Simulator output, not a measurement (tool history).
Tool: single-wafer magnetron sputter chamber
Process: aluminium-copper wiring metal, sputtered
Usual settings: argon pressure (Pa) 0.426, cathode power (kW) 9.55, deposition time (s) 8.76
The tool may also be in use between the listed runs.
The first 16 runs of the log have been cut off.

run	hour	argon pressure (Pa)	cathode power (kW)	deposition time (s)	wafers since the last listed run	wafers on the sputter target	hours since the last manometer calibration	hours since the magnet pack was replaced	hours since the gauge calibration	read-back reference wafer on the same gauge, thickness_nm	mean film thickness on the monitor wafer (Å)
17	402.4	0.426	11.1	8.76	650	1339	1897.1	45.3	399.6	174.986	1693.38
18	433.5	0.579	8.6	8.76	695	2035	1928.2	76.4	430.7	175.034	1333.97
19	464.7	0.54	10.7	8.76	697	2733	1959.4	107.6	461.9	175.123	1568.01
20	482.7	0.426	9.55	8.76	402	3135	1977.4	125.6	479.9	175.05	1533.12
21	501.7	0.426	9.55	8.76	425	3560	1996.4	144.6	498.9	175.035	1535.8
22	521.5	0.553	10.55	10.24	442	4003	2016.2	164.4	518.7	175.041	1796.08
# hour 521.8: gauge calibrated
23	552.1	0.426	9.55	8.76	684	4688	2046.8	195	30.3	174.906	1537.82
24	572.4	0.306	9.55	7.81	454	5142	2067.1	215.3	50.6	174.822	1452.69
25	587	0.595	9.55	8.76	326	5468	2081.7	229.9	65.2	175.092	1418.36
# hour 619.2: sputter target and shields replaced
26	620.1	0.426	9.55	7.95	561	21	2114.8	263	98.3	174.948	1398.95
# hour 629.5: capacitance manometer re-zeroed and calibrated
27	642.9	0.426	9.55	9.97	331	352	13.4	285.8	121.1	174.94	1667.41
28	677.8	0.579	9.55	8.76	780	1132	48.3	320.7	156	174.81	1349.12
29	700.5	0.426	9.55	8.76	507	1640	71	343.4	178.7	175.151	1471.48

Expected results for the next run?
30	730.2	0.381	9.55	9.93	664	2304	100.7	373.1	208.4	?	?

{"run 30": {"read-back reference wafer on the same gauge, thickness_nm": 174.992, "mean film thickness on the monitor wafer (Å)": 1716.34}}
With no hidden state in the tool, this same run would have given mean film thickness on the monitor wafer (Å) 1714.73.

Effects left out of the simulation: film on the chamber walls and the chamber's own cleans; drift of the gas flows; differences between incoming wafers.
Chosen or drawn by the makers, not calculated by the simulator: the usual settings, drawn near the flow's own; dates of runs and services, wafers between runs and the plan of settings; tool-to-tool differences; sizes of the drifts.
